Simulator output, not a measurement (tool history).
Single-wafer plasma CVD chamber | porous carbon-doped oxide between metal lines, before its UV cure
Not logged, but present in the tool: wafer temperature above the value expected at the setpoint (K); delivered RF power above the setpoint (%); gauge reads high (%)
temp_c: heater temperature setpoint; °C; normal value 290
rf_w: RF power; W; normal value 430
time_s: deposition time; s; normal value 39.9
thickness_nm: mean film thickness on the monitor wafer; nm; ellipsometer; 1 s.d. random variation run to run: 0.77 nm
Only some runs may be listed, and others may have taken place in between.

run,hour,temp_c,rf_w,time_s,wafers since the last listed run,hours since the last thermocouple change,hours since the last RF generator calibration,hours since the showerhead was replaced,hours since the gauge calibration,"read-back reference wafer on the same gauge, thickness_nm",thickness_nm
1,0,290,430,45.2,0,1579.9,117.5,2609.3,597,230.911,222.318
2,63.4,290,430,45.2,1669,1643.3,180.9,2672.7,660.4,231.014,220.648
3,115.1,290,430,45.2,1361,1695,232.6,2724.4,712.1,230.969,220.454
4,281.4,290,430,41.9,4378,1861.3,398.9,2890.7,878.4,231.331,201.202
5,420.4,290,430,41.9,3660,2000.3,537.9,3029.7,1017.4,231.624,200.381
6,453.6,302,430,39.9,874,2033.5,571.1,3062.9,1050.6,230.49,177.516
# hour 479.9: showerhead replaced
# hour 528.3: thermocouple changed; heater temperature recalibrated
7,528.8,302,430,39.9,1558,0.5,646.3,48.9,1125.8,230.374,179.897
8,583.5,302,430,39.9,1440,55.2,701,103.6,1180.5,230.953,181.276
# hour 595.5: gauge calibrated
9,622.2,290,430,39.9,1019,93.9,739.7,142.3,26.7,230.794,196.754
10,665.2,286,430,39.9,1132,136.9,782.7,185.3,69.7,231.069,201.46
11,696.5,290,430,39.9,824,168.2,814,216.6,101,230.963,195.59
12,750,290,430,35.2,1408,221.7,867.5,270.1,154.5,230.869,172.626
13,799.7,290,430,39.9,1308,271.4,917.2,319.8,204.2,230.89,194.1
14,868.6,290,430,35.2,1814,340.3,986.1,388.7,273.1,230.729,171.155
15,907.2,295,490,34,1016,378.9,1024.7,427.3,311.7,230.672,176.661
16,975.2,290,430,39.9,1790,446.9,1092.7,495.3,379.7,231.168,193.665
17,1004.4,277,360,46.4,768,476.1,1121.9,524.5,408.9,230.92,215.475
18,1033.3,290,430,46,760,505,1150.8,553.4,437.8,231.064,221.454
19,1058,290,430,39.9,650,529.7,1175.5,578.1,462.5,231.316,192.889
# hour 1074: RF generator calibrated
20,1129,279,395,36.6,1658,600.7,55,649.1,533.5,230.848,187.285
21,1177.5,298,485,39.9,1277,649.2,103.5,697.6,582,231.1,204.872
22,1237.5,297,375,42,1579,709.2,163.5,757.6,642,231.048,180.003
23,1283.4,277,430,42.8,1208,755.1,209.4,803.5,687.9,230.855,229.391
24,1319.6,290,475,39.9,953,791.3,245.6,839.7,724.1,230.744,212.949
25,1355.5,290,430,39.9,945,827.2,281.5,875.6,760,231.317,195.505
26,1425.9,302,470,45.7,1853,897.6,351.9,946,830.4,230.374,221.181
27,1452.6,290,360,39.9,703,924.3,378.6,972.7,857.1,230.603,170.422

Alternative continuations, all from the tool just after run 27; predict every row:
A,1453,297,430,39.9,10,924.7,379,973.1,857.5,?,?
B,1453,290,375,39.9,10,924.7,379,973.1,857.5,?,?
C,1453,290,375,44.2,10,924.7,379,973.1,857.5,?,?
D,1453,302,455,37.1,10,924.7,379,973.1,857.5,?,?

run,"read-back reference wafer on the same gauge, thickness_nm",thickness_nm
A,231.156,185.063
B,231.156,175.273
C,231.156,193.688
D,231.156,174.06
With the hidden condition removed and each run's random variation left untouched, the same runs would have given:
run,thickness_nm
A,192.697
B,182.748
C,201.949
D,181.149
